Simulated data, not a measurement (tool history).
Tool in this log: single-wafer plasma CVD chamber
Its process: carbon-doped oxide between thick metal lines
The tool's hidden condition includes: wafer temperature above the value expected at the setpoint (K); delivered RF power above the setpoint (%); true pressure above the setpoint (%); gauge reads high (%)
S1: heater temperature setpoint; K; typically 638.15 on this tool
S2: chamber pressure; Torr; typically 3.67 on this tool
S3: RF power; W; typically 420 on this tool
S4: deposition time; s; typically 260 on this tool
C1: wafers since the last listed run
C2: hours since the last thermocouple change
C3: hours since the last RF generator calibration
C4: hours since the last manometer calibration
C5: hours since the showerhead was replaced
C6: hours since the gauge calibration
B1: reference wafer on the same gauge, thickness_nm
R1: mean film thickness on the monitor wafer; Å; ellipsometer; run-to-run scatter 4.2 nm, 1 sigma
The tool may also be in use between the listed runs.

{"run": 1, "day": 0.0, "S1": 638.15, "S2": 4.08, "S3": 420, "S4": 260, "C1": 0, "C2": 980.4, "C3": 980.9, "C4": 1495.7, "C5": 3611.3, "C6": 1149.9, "B1": 998.331, "R1": 9824.26}
{"run": 2, "day": 4.454, "S1": 638.15, "S2": 4.08, "S3": 420, "S4": 260, "C1": 814, "C2": 1087.3, "C3": 1087.8, "C4": 1602.6, "C5": 3718.2, "C6": 1256.8, "B1": 1000.07, "R1": 9816.09}
{"run": 3, "day": 16.3, "S1": 638.15, "S2": 4.08, "S3": 420, "S4": 260, "C1": 2164, "C2": 1371.6, "C3": 1372.1, "C4": 1886.9, "C5": 4002.5, "C6": 1541.1, "B1": 998.752, "R1": 9861.9}
{"day": 24.962, "done": "gauge calibrated"}
{"day": 26.488, "done": "thermocouple changed; heater temperature recalibrated"}
{"run": 4, "day": 26.883, "S1": 638.15, "S2": 3.67, "S3": 420, "S4": 260, "C1": 1873, "C2": 9.5, "C3": 1626.1, "C4": 2140.9, "C5": 4256.5, "C6": 46.1, "B1": 998.549, "R1": 9755.59}
{"run": 5, "day": 31.212, "S1": 645.15, "S2": 3.67, "S3": 420, "S4": 260, "C1": 791, "C2": 113.4, "C3": 1730, "C4": 2244.8, "C5": 4360.4, "C6": 150, "B1": 998.084, "R1": 9498.73}
{"run": 6, "day": 33.604, "S1": 645.15, "S2": 3.67, "S3": 420, "S4": 260, "C1": 437, "C2": 170.8, "C3": 1787.4, "C4": 2302.2, "C5": 4417.8, "C6": 207.4, "B1": 1000.388, "R1": 9457.07}
{"run": 7, "day": 37.375, "S1": 638.15, "S2": 3.67, "S3": 420, "S4": 232, "C1": 689, "C2": 261.3, "C3": 1877.9, "C4": 2392.7, "C5": 4508.3, "C6": 297.9, "B1": 998.756, "R1": 8581.38}
{"run": 8, "day": 40.862, "S1": 638.15, "S2": 3.67, "S3": 420, "S4": 232, "C1": 637, "C2": 345, "C3": 1961.6, "C4": 2476.4, "C5": 4592, "C6": 381.6, "B1": 998.783, "R1": 8534.15}
{"run": 9, "day": 43.05, "S1": 638.15, "S2": 3.67, "S3": 420, "S4": 260, "C1": 399, "C2": 397.5, "C3": 2014.1, "C4": 2528.9, "C5": 4644.5, "C6": 434.1, "B1": 1000.888, "R1": 9548.76}
{"day": 43.712, "done": "RF generator calibrated"}
{"day": 46.825, "done": "showerhead replaced"}
{"run": 10, "day": 46.846, "S1": 638.15, "S2": 3.67, "S3": 420, "S4": 260, "C1": 571, "C2": 488.6, "C3": 75.2, "C4": 2620, "C5": 0.5, "C6": 525.2, "B1": 1000.708, "R1": 9840.28}
{"day": 47.425, "done": "capacitance manometer re-zeroed and calibrated"}
{"run": 11, "day": 48.871, "S1": 638.15, "S2": 3.67, "S3": 420, "S4": 232, "C1": 309, "C2": 537.2, "C3": 123.8, "C4": 34.7, "C5": 49.1, "C6": 573.8, "B1": 998.91, "R1": 8674.78}
{"run": 12, "day": 51.558, "S1": 630.15, "S2": 3.99, "S3": 340, "S4": 222, "C1": 491, "C2": 601.7, "C3": 188.3, "C4": 99.2, "C5": 113.6, "C6": 638.3, "B1": 999.747, "R1": 7651.55}
{"run": 13, "day": 54.171, "S1": 638.15, "S2": 3.67, "S3": 420, "S4": 260, "C1": 477, "C2": 664.4, "C3": 251, "C4": 161.9, "C5": 176.3, "C6": 701, "B1": 1000.659, "R1": 9695.57}
{"run": 14, "day": 55.771, "S1": 628.15, "S2": 3.67, "S3": 420, "S4": 260, "C1": 292, "C2": 702.8, "C3": 289.4, "C4": 200.3, "C5": 214.7, "C6": 739.4, "B1": 998.615, "R1": 9939.69}
{"run": 15, "day": 64.392, "S1": 625.15, "S2": 4.36, "S3": 420, "S4": 292, "C1": 1575, "C2": 909.7, "C3": 496.3, "C4": 407.2, "C5": 421.6, "C6": 946.3, "B1": 1000.057, "R1": 11506.65}
{"run": 16, "day": 68.7, "S1": 634.15, "S2": 3.08, "S3": 475, "S4": 221, "C1": 787, "C2": 1013.1, "C3": 599.7, "C4": 510.6, "C5": 525, "C6": 1049.7, "B1": 999.294, "R1": 8734.82}
{"run": 17, "day": 70.667, "S1": 638.15, "S2": 3.67, "S3": 420, "S4": 233, "C1": 359, "C2": 1060.3, "C3": 646.9, "C4": 557.8, "C5": 572.2, "C6": 1096.9, "B1": 999.412, "R1": 8729.56}
{"run": 18, "day": 73.262, "S1": 624.15, "S2": 3.67, "S3": 420, "S4": 260, "C1": 474, "C2": 1122.6, "C3": 709.2, "C4": 620.1, "C5": 634.5, "C6": 1159.2, "B1": 999.104, "R1": 10024.13}
{"run": 19, "day": 76.871, "S1": 638.15, "S2": 3.67, "S3": 420, "S4": 260, "C1": 659, "C2": 1209.2, "C3": 795.8, "C4": 706.7, "C5": 721.1, "C6": 1245.8, "B1": 998.443, "R1": 9781.07}
{"run": 20, "day": 80.696, "S1": 638.15, "S2": 3.02, "S3": 490, "S4": 306, "C1": 699, "C2": 1301, "C3": 887.6, "C4": 798.5, "C5": 812.9, "C6": 1337.6, "B1": 997.497, "R1": 12184.17}
{"run": 21, "day": 82.304, "S1": 638.15, "S2": 3.67, "S3": 420, "S4": 260, "C1": 293, "C2": 1339.6, "C3": 926.2, "C4": 837.1, "C5": 851.5, "C6": 1376.2, "B1": 999.242, "R1": 9729.13}

Forecast each of these 3 alternatives for the next run:
{"run": "A", "day": 82.325, "S1": 638.15, "S2": 3.94, "S3": 420, "S4": 260, "C1": 3, "C2": 1340.1, "C3": 926.7, "C4": 837.6, "C5": 852, "C6": 1376.7, "B1": "?", "R1": "?"}
{"run": "B", "day": 82.325, "S1": 638.15, "S2": 4.44, "S3": 420, "S4": 260, "C1": 3, "C2": 1340.1, "C3": 926.7, "C4": 837.6, "C5": 852, "C6": 1376.7, "B1": "?", "R1": "?"}
{"run": "C", "day": 82.325, "S1": 633.15, "S2": 4.25, "S3": 375, "S4": 214, "C1": 3, "C2": 1340.1, "C3": 926.7, "C4": 837.6, "C5": 852, "C6": 1376.7, "B1": "?", "R1": "?"}

run=A B1=998.112 R1=9892.56
run=B B1=998.112 R1=10048.34
run=C B1=998.112 R1=7830.11
With no hidden state in the tool, these same runs would have given:
run=A R1=9939.78
run=B R1=10096.31
run=C R1=7867.6
